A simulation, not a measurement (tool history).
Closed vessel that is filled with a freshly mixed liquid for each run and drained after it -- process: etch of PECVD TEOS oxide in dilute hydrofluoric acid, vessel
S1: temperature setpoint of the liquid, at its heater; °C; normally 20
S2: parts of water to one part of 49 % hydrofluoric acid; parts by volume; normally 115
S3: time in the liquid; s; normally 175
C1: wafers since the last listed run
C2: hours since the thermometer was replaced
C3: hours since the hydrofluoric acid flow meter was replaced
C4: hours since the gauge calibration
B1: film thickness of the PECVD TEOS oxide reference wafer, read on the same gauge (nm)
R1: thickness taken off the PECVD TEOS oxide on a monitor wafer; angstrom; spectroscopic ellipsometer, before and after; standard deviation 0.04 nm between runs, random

Run 1, hour 0: usual settings; C1 0; C2 2524; C3 1874; C4 67.2; B1 120.01. Result: R1 120.7 angstrom.
Run 2, hour 21.9: usual settings; C1 1316; C2 2545.9; C3 1895.9; C4 89.1; B1 119.98. Result: R1 120.4 angstrom.
Run 3, hour 35.2: usual settings; C1 799; C2 2559.2; C3 1909.2; C4 102.4; B1 120.02. Result: R1 121.5 angstrom.
Run 4, hour 58.3: usual settings; C1 1388; C2 2582.3; C3 1932.3; C4 125.5; B1 120.01. Result: R1 122 angstrom.
Run 5, hour 76.4: usual settings; C1 1088; C2 2600.4; C3 1950.4; C4 143.6; B1 120.01. Result: R1 121.2 angstrom.
Run 6, hour 90: usual settings; C1 817; C2 2614; C3 1964; C4 157.2; B1 120.02. Result: R1 121.2 angstrom.
Run 7, hour 106.2: usual settings; C1 973; C2 2630.2; C3 1980.2; C4 173.4; B1 119.99. Result: R1 121.3 angstrom.
At hour 107.3: hydrofluoric acid flow meter replaced.
At hour 130.2: gauge calibrated.
Run 8, hour 139.9: usual settings but S1 17 °C, S3 230 s; C1 1965; C2 2663.9; C3 32.6; C4 9.7; B1 120. Result: R1 124.1 angstrom.
At hour 145.8: thermometer replaced.
Run 9, hour 161: usual settings; C1 1208; C2 15.2; C3 53.7; C4 30.8; B1 119.99. Result: R1 107.3 angstrom.
Run 10, hour 173.9: usual settings but S1 23.5 °C, S2 150 parts by volume; C1 775; C2 28.1; C3 66.6; C4 43.7; B1 120. Result: R1 90.7 angstrom.
Run 11, hour 194.1: usual settings but S1 21.5 °C, S2 70 parts by volume, S3 215 s; C1 1214; C2 48.3; C3 86.8; C4 63.9; B1 120. Result: R1 241.7 angstrom.
Run 12, hour 219.4: usual settings but S1 23 °C; C1 1520; C2 73.6; C3 112.1; C4 89.2; B1 120. Result: R1 121.9 angstrom.
Run 13, hour 235.7: usual settings but S2 150 parts by volume; C1 979; C2 89.9; C3 128.4; C4 105.5; B1 119.99. Result: R1 79.6 angstrom.
Run 14, hour 254.1: usual settings; C1 1106; C2 108.3; C3 146.8; C4 123.9; B1 119.99. Result: R1 107.1 angstrom.
Run 15, hour 282: usual settings but S1 25 °C; C1 1677; C2 136.2; C3 174.7; C4 151.8; B1 120.01. Result: R1 132.6 angstrom.

Forecast each of these 3 alternatives for the next run:
Run A, hour 282.7: usual settings; C1 42; C2 136.9; C3 175.4; C4 152.5; B1 ?. Result: R1 ?.
Run B, hour 282.7: usual settings but S1 25 °C, S2 170 parts by volume, S3 215 s; C1 42; C2 136.9; C3 175.4; C4 152.5; B1 ?. Result: R1 ?.
Run C, hour 282.7: usual settings but S3 140 s; C1 42; C2 136.9; C3 175.4; C4 152.5; B1 ?. Result: R1 ?.

run   B1     R1
  A  120    108
  B  120  102.7
  C  120   86.4
Without the tool's hidden state the same runs would have given:
run     R1
  A  106.5
  B  101.1
  C   85.2

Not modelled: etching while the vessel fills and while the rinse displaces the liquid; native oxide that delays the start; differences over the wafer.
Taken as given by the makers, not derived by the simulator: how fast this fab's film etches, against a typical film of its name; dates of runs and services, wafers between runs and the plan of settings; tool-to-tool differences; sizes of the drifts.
